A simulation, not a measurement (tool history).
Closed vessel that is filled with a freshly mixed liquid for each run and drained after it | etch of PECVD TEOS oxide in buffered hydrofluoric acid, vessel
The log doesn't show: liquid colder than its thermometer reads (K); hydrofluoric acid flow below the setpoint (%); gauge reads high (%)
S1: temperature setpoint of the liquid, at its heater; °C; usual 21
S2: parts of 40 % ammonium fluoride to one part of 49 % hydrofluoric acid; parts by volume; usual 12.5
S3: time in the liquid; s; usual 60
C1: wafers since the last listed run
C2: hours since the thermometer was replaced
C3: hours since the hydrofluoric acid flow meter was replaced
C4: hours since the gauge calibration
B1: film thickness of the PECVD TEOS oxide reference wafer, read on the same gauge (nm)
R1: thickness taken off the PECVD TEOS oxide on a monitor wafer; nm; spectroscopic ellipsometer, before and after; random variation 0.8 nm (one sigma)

{"run": 1, "hour": 0.0, "S1": 21, "S2": 14.5, "S3": 60, "C1": 0, "C2": 271.6, "C3": 720.6, "C4": 859.3, "B1": 30.02, "R1": 80.15}
{"hour": 14.4, "done": "hydrofluoric acid flow meter replaced"}
{"run": 2, "hour": 86.7, "S1": 21, "S2": 14.5, "S3": 60, "C1": 6313, "C2": 358.3, "C3": 72.3, "C4": 946, "B1": 29.99, "R1": 78.95}
{"run": 3, "hour": 173.6, "S1": 21, "S2": 14.5, "S3": 60, "C1": 6402, "C2": 445.2, "C3": 159.2, "C4": 1032.9, "B1": 30.01, "R1": 79.58}
{"run": 4, "hour": 268.1, "S1": 21, "S2": 12.5, "S3": 60, "C1": 6962, "C2": 539.7, "C3": 253.7, "C4": 1127.4, "B1": 29.99, "R1": 94.23}
{"hour": 357.6, "done": "thermometer replaced"}
{"run": 5, "hour": 367.8, "S1": 21, "S2": 12.5, "S3": 60, "C1": 7271, "C2": 10.2, "C3": 353.4, "C4": 1227.1, "B1": 29.99, "R1": 92.95}
{"run": 6, "hour": 451.8, "S1": 21, "S2": 12.5, "S3": 60, "C1": 6188, "C2": 94.2, "C3": 437.4, "C4": 1311.1, "B1": 30, "R1": 92.17}
{"run": 7, "hour": 554.6, "S1": 21, "S2": 12.5, "S3": 60, "C1": 7573, "C2": 197, "C3": 540.2, "C4": 1413.9, "B1": 29.99, "R1": 92.57}
{"run": 8, "hour": 654.1, "S1": 21, "S2": 12.5, "S3": 60, "C1": 7330, "C2": 296.5, "C3": 639.7, "C4": 1513.4, "B1": 29.99, "R1": 92.29}
{"run": 9, "hour": 717.4, "S1": 21, "S2": 12.5, "S3": 60, "C1": 4663, "C2": 359.8, "C3": 703, "C4": 1576.7, "B1": 30, "R1": 93.71}
{"run": 10, "hour": 785.4, "S1": 21, "S2": 9, "S3": 60, "C1": 5009, "C2": 427.8, "C3": 771, "C4": 1644.7, "B1": 30.02, "R1": 122.71}
{"run": 11, "hour": 826.3, "S1": 21, "S2": 12.5, "S3": 60, "C1": 3013, "C2": 468.7, "C3": 811.9, "C4": 1685.6, "B1": 29.99, "R1": 92.61}
{"hour": 868.3, "done": "hydrofluoric acid flow meter replaced"}
{"run": 12, "hour": 880.2, "S1": 21, "S2": 12.5, "S3": 35, "C1": 3897, "C2": 522.6, "C3": 11.9, "C4": 1739.5, "B1": 30.02, "R1": 54.29}
{"hour": 925.8, "done": "thermometer replaced"}
{"run": 13, "hour": 975.4, "S1": 19.5, "S2": 12.5, "S3": 75, "C1": 6940, "C2": 49.6, "C3": 107.1, "C4": 1834.7, "B1": 30, "R1": 105.59}
{"run": 14, "hour": 1074.1, "S1": 18.5, "S2": 10.5, "S3": 85, "C1": 7271, "C2": 148.3, "C3": 205.8, "C4": 1933.4, "B1": 30.01, "R1": 135.37}
{"run": 15, "hour": 1131.7, "S1": 21, "S2": 14, "S3": 45, "C1": 4243, "C2": 205.9, "C3": 263.4, "C4": 1991, "B1": 30.02, "R1": 62.38}
{"hour": 1261.0, "done": "gauge calibrated"}
{"run": 16, "hour": 1384.7, "S1": 18.5, "S2": 12.5, "S3": 60, "C1": 18639, "C2": 458.9, "C3": 516.4, "C4": 123.7, "B1": 30, "R1": 81.06}
{"run": 17, "hour": 1448.4, "S1": 21, "S2": 14.5, "S3": 60, "C1": 4693, "C2": 522.6, "C3": 580.1, "C4": 187.4, "B1": 29.99, "R1": 80.31}
{"hour": 1521.9, "done": "thermometer replaced"}
{"run": 18, "hour": 1545.0, "S1": 22.5, "S2": 12.5, "S3": 60, "C1": 7043, "C2": 23.1, "C3": 676.7, "C4": 284, "B1": 30.02, "R1": 100.5}
{"hour": 1621.7, "done": "hydrofluoric acid flow meter replaced"}
{"run": 19, "hour": 1622.2, "S1": 17, "S2": 12.5, "S3": 60, "C1": 5613, "C2": 100.3, "C3": 0.5, "C4": 361.2, "B1": 30.01, "R1": 74.04}
{"run": 20, "hour": 1686.9, "S1": 17, "S2": 10.5, "S3": 30, "C1": 4766, "C2": 165, "C3": 65.2, "C4": 425.9, "B1": 29.98, "R1": 43.84}
{"run": 21, "hour": 1791.6, "S1": 19.5, "S2": 12.5, "S3": 95, "C1": 7713, "C2": 269.7, "C3": 169.9, "C4": 530.6, "B1": 30, "R1": 134.42}
{"run": 22, "hour": 1836.7, "S1": 21, "S2": 12.5, "S3": 60, "C1": 3322, "C2": 314.8, "C3": 215, "C4": 575.7, "B1": 29.99, "R1": 93.04}
{"run": 23, "hour": 1941.9, "S1": 21, "S2": 12.5, "S3": 60, "C1": 7750, "C2": 420, "C3": 320.2, "C4": 680.9, "B1": 30, "R1": 92.66}

How the hidden state differs across the entries between the runs, from the last listed run before each to the first after it:
Between runs 1 and 2: hydrofluoric acid flow meter replaced (hour 14.4)
  no hidden state differs between the two runs
Between runs 4 and 5: thermometer replaced (hour 357.6)
  no hidden state differs between the two runs
Between runs 11 and 12: hydrofluoric acid flow meter replaced (hour 868.3)
  no hidden state differs between the two runs
Between runs 12 and 13: thermometer replaced (hour 925.8)
  no hidden state differs between the two runs
Between runs 15 and 16: gauge calibrated (hour 1261)
  no hidden state differs between the two runs
Between runs 17 and 18: thermometer replaced (hour 1521.9)
  no hidden state differs between the two runs
Between runs 18 and 19: hydrofluoric acid flow meter replaced (hour 1621.7)
  no hidden state differs between the two runs

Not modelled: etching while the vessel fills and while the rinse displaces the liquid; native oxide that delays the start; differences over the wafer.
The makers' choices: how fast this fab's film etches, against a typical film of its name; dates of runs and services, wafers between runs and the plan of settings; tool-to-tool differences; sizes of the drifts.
